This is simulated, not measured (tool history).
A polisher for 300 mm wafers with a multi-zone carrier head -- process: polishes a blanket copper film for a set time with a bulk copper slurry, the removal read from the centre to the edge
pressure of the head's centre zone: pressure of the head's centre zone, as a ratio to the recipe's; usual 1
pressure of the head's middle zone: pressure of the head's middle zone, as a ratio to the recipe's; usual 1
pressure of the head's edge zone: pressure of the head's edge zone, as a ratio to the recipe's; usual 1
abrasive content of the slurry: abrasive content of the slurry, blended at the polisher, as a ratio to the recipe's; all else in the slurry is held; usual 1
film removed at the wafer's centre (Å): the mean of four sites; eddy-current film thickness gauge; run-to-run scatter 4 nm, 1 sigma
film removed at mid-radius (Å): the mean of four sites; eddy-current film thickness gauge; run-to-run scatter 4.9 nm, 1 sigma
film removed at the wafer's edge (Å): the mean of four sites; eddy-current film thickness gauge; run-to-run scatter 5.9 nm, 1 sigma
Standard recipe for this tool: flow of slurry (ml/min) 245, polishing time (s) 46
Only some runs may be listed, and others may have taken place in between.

| run | hour | flow of slurry (ml/min) | pressure of the head's centre zone | pressure of the head's middle zone | pressure of the head's edge zone | abrasive content of the slurry | polishing time (s) | wafers since the last listed run | wafers polished on this pad | hours since the slurry nozzle was cleaned | hours since the centre zone pressure was calibrated | hours since the edge zone pressure was calibrated | hours since the carrier head's membrane was replaced | incoming thickness of the incoming film, nm | film removed at the wafer's centre (Å) | film removed at mid-radius (Å) | film removed at the wafer's edge (Å) |
|---|---|---|---|---|---|---|---|---|---|---|---|---|---|---|---|---|---|
| 1 | 0 | 275 | 1 | 1 | 1 | 1 | 46 | 0 | 1716 | 300.9 | 743.9 | 126 | 186.1 | 2256 | 3915 | 3940 | 3959 |
| 2 | 69 | 245 | 1 | 1 | 1 | 1 | 46 | 647 | 2363 | 369.9 | 812.9 | 195 | 255.1 | 2262.1 | 3763 | 3842 | 4050 |
| 3 | 151.3 | 245 | 1 | 1 | 1 | 1 | 46 | 771 | 3135 | 452.2 | 895.2 | 277.3 | 337.4 | 2233.6 | 3771 | 3854 | 3904 |
|  | 210.8 | centre zone pressure recalibrated |
| 4 | 251.4 | 245 | 1 | 1 | 1 | 1 | 46 | 920 | 4055 | 552.3 | 40.6 | 377.4 | 437.5 | 2235.2 | 3699 | 3812 | 3837 |
| 5 | 316.1 | 330 | 1 | 1 | 0.96 | 1 | 46 | 606 | 4662 | 617 | 105.3 | 442.1 | 502.2 | 2223.8 | 3786 | 3897 | 3796 |
|  | 354.5 | slurry nozzle cleaned |
| 6 | 394.9 | 210 | 1.05 | 1.04 | 0.92 | 1 | 46 | 729 | 5391 | 40.4 | 184.1 | 520.9 | 581 | 2269 | 3973 | 4097 | 3823 |
|  | 462.2 | worn pad replaced by a new one |
| 7 | 462.7 | 245 | 1 | 1.11 | 0.88 | 1 | 52 | 598 | 4 | 108.2 | 251.9 | 588.7 | 648.8 | 2189.7 | 4359 | 4935 | 4287 |
|  | 483.8 | carrier head's membrane replaced by a new one |
| 8 | 565.1 | 245 | 1.05 | 1 | 1 | 1 | 46 | 913 | 918 | 210.6 | 354.3 | 691.1 | 81.3 | 2283.2 | 3980 | 3892 | 3946 |
| 9 | 640.3 | 245 | 1 | 1 | 1 | 1 | 46 | 705 | 1623 | 285.8 | 429.5 | 766.3 | 156.5 | 2234.9 | 3838 | 3843 | 3915 |
| 10 | 715.9 | 245 | 1 | 1 | 1 | 1 | 46 | 709 | 2332 | 361.4 | 505.1 | 841.9 | 232.1 | 2260.1 | 3798 | 3843 | 3915 |
| 11 | 780 | 300 | 1 | 0.96 | 1 | 1 | 46 | 601 | 2933 | 425.5 | 569.2 | 906 | 296.2 | 2218.9 | 3849 | 3903 | 4040 |
|  | 882.8 | slurry nozzle cleaned |
| 12 | 886.5 | 245 | 1 | 1 | 1 | 1 | 46 | 989 | 3923 | 3.7 | 675.7 | 1012.5 | 402.7 | 2229.9 | 3819 | 4099 | 3967 |
|  | 903.8 | edge zone pressure recalibrated |
| 13 | 935.4 | 245 | 1 | 0.93 | 1.04 | 1 | 46 | 439 | 4363 | 52.6 | 724.6 | 31.6 | 451.6 | 2224 | 3843 | 3779 | 4173 |
| 14 | 977.6 | 245 | 1.11 | 1 | 1 | 0.9 | 46 | 395 | 4758 | 94.8 | 766.8 | 73.8 | 493.8 | 2249.4 | 4107 | 3831 | 3855 |
|  | 1000.7 | worn pad replaced by a new one |
| 15 | 1043.6 | 275 | 1.07 | 1 | 1 | 0.9 | 46 | 581 | 402 | 160.8 | 832.8 | 139.8 | 559.8 | 2259.4 | 3982 | 3906 | 3754 |
|  | 1102.7 | carrier head's membrane replaced by a new one |
|  | 1140.1 | centre zone pressure recalibrated |
| 16 | 1146.9 | 245 | 1 | 1 | 1 | 1 | 41 | 903 | 1305 | 264.1 | 6.8 | 243.1 | 44.2 | 2286 | 3403 | 3458 | 3513 |
| 17 | 1194.4 | 245 | 1 | 1 | 1.08 | 1 | 46 | 445 | 1751 | 311.6 | 54.3 | 290.6 | 91.7 | 2250.6 | 3776 | 3920 | 3992 |
| 18 | 1300.8 | 245 | 1 | 1 | 1 | 1 | 36 | 997 | 2749 | 418 | 160.7 | 397 | 198.1 | 2205.1 | 2890 | 2981 | 3050 |
| 19 | 1352.3 | 245 | 1 | 1 | 1 | 1 | 46 | 483 | 3232 | 469.5 | 212.2 | 448.5 | 249.6 | 2244.4 | 3618 | 3789 | 3936 |
| 20 | 1424.8 | 245 | 1 | 1.07 | 1 | 1 | 46 | 679 | 3912 | 542 | 284.7 | 521 | 322.1 | 2246.2 | 3510 | 4013 | 3786 |

The next listed run, before its measurement:
|  | 1553.8 | slurry nozzle cleaned |
|  | 1577.2 | worn pad replaced by a new one |
| 21 | 1619.4 | 245 | 1 | 1.04 | 1.09 | 1 | 46 | 1778 | 395 | 65.6 | 479.3 | 715.6 | 516.7 | 2234.1 | ? | ? | ? |

film removed at the wafer's centre (Å): 3865
film removed at mid-radius (Å): 4173
film removed at the wafer's edge (Å): 4094
On a tool with no hidden condition, and with the same random variation, this run would have come out at film removed at the wafer's centre (Å) 3900, film removed at mid-radius (Å) 4207, film removed at the wafer's edge (Å) 4119.
